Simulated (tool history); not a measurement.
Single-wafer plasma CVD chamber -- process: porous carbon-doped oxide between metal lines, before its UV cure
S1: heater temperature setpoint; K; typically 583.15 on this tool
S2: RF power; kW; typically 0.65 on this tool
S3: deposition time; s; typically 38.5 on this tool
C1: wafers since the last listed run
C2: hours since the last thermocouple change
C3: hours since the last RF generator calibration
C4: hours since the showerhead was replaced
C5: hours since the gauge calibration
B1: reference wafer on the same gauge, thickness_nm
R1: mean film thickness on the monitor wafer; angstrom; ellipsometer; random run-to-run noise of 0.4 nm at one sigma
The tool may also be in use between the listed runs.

run   hour      S1     S2    S3   C1      C2      C3      C4     C5       B1       R1
  1      0  583.15   0.65  38.5    0    1542    1145  6940.9  122.6  258.093  2194.25
  2    8.8  583.15   0.65  38.5  140  1550.8  1153.8  6949.7  131.4  258.129  2194.31
  3   23.4  583.15   0.65  38.5  232  1565.4  1168.4  6964.3    146  257.931  2192.57
  4   34.4  594.15   0.65  38.5  175  1576.4  1179.4  6975.3    157  257.828  2087.55
  5   41.4  594.15   0.65  38.5  111  1583.4  1186.4  6982.3    164  258.021  2084.67
  6   49.4  594.15   0.65  38.5  127  1591.4  1194.4  6990.3    172  257.949   2082.9
  7   64.6  583.15   0.65  38.5  242  1606.6  1209.6  7005.5  187.2  258.017  2181.09
  8   71.6  583.15   0.65  38.5  111  1613.6  1216.6  7012.5  194.2  258.059  2191.88
      85.4  -- RF generator calibrated
  9   85.9  583.15   0.65  38.5  100  1627.9     0.5  7026.8  208.5  258.013  2138.59
       105  -- showerhead replaced
 10  105.5  583.15   0.65  38.5  185  1647.5    20.1     0.5  228.1  257.922  2135.44
 11    110  583.15   0.65  38.5   71    1652    24.6       5  232.6  257.981  2135.28
 12  118.3  583.15   0.65  38.5  132  1660.3    32.9    13.3  240.9  258.064  2137.14
 13  130.7  583.15   0.65  38.5  197  1672.7    45.3    25.7  253.3  258.003  2137.79
     134.1  -- gauge calibrated
     145.4  -- RF generator calibrated, repeated, since the last time left the tool worse
 14  148.1  579.15   0.73  38.5  149  1690.1     2.7    43.1     14  258.048  2438.47
 15  163.4  583.15   0.65  36.6  244  1705.4      18    58.4   29.3  257.952   2146.9
     173.6  -- thermocouple changed; heater temperature recalibrated
 16  180.7  593.15  0.565  38.5  148     7.1    35.3    75.7   46.6  257.928  2006.82
 17  188.9  593.15  0.565  38.5  130    15.3    43.5    83.9   54.8  258.061   2011.6
 18  197.3  583.15    0.7  38.5  134    23.7    51.9    92.3   63.2  258.086  2340.93
 19  213.3  583.15   0.65  38.5  255    39.7    67.9   108.3   79.2  258.109  2247.39
 20  231.2  583.15  0.715  38.5  285    57.6    85.8   126.2   97.1  257.981   2363.7
 21  242.5  583.15   0.65  44.2  180    68.9    97.1   137.5  108.4  257.951   2578.1
 22  259.4  593.15   0.65  40.6  269    85.8     114   154.4  125.3  257.939  2261.24

Entry by entry between the runs, the difference in hidden state between the last listed run before and the first listed run after:
In the gap between runs 8 and 9: RF generator calibrated (hour 85.4)
  delivered RF power above the setpoint (%): -6.06 -> -10.4
  measured result minus the result with no hidden state, R1: -68.68 -> -118.17 angstrom
In the gap between runs 9 and 10: showerhead replaced (hour 105)
  both runs share identical hidden conditions
  measured result minus the result with no hidden state, R1: -118.17 -> -118.01 angstrom
In the gap between runs 13 and 14: gauge calibrated (hour 134.1); RF generator calibrated, repeated, since the last time left the tool worse (hour 145.4)
  delivered RF power above the setpoint (%): -10.4 -> -0.203
  measured result minus the result with no hidden state, R1: -118.22 -> -2.42 angstrom
In the gap between runs 15 and 16: thermocouple changed; heater temperature recalibrated (hour 173.6)
  delivered RF power above the setpoint (%): -0.204 -> -0.207
  measured result minus the result with no hidden state, R1: -2.18 -> -2.07 angstrom
